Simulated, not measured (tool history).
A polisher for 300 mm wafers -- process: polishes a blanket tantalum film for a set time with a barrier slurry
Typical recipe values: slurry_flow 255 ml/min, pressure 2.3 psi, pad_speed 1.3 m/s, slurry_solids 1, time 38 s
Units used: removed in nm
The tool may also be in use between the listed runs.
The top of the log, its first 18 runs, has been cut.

run     day  slurry_flow  pressure  pad_speed  slurry_solids  time  incoming thickness of the incoming film, nm  removed
 19  10.296          255       2.3        1.3              1    38                                        396.1     96.1
 20  10.983          195       2.3       1.58              1    38                                        395.2    109.2
 21  11.338          255       2.3        1.3              1    38                                        398.7     96.1
 22  11.854          255       1.5        1.3           1.25    50                                        403.9    112.8
 23  12.571          255       2.3        1.3              1    38                                        400.4     95.8
 24  12.908          255       2.3       1.74              1    38                                          401    119.1
 25  13.304          255       1.8        1.3              1    44                                        393.4     98.7
     13.683  -- worn pad replaced by a new one
 26  13.729          305       1.6        1.3              1    38                                        400.8     81.5
     14.346  -- slurry blender recalibrated
 27  14.367          255       2.3        1.3            1.1    47                                        404.1    128.5
 28  14.725          255       2.3        1.3              1    27                                        401.2     70.3
 29  14.988          290       2.3        1.3              1    38                                        396.6    100.5
 30  15.442          255       2.3        1.3              1    38                                          400     99.2
 31  15.896          255       2.3        1.3              1    38                                        402.9     97.1

Forecast each of these 3 alternatives for the next run:
  A  15.912          255       2.3        1.3              1    44                                        400.7        ?
  B  15.912          285       1.9        1.5            1.1    38                                        400.7        ?
  C  15.912          255       2.3       1.06           1.25    42                                        400.7        ?

run  removed
  A      114
  B    104.2
  C    102.2
What these runs would have given with no unlogged condition in the tool:
run  removed
  A    117.1
  B    106.8
  C    104.4
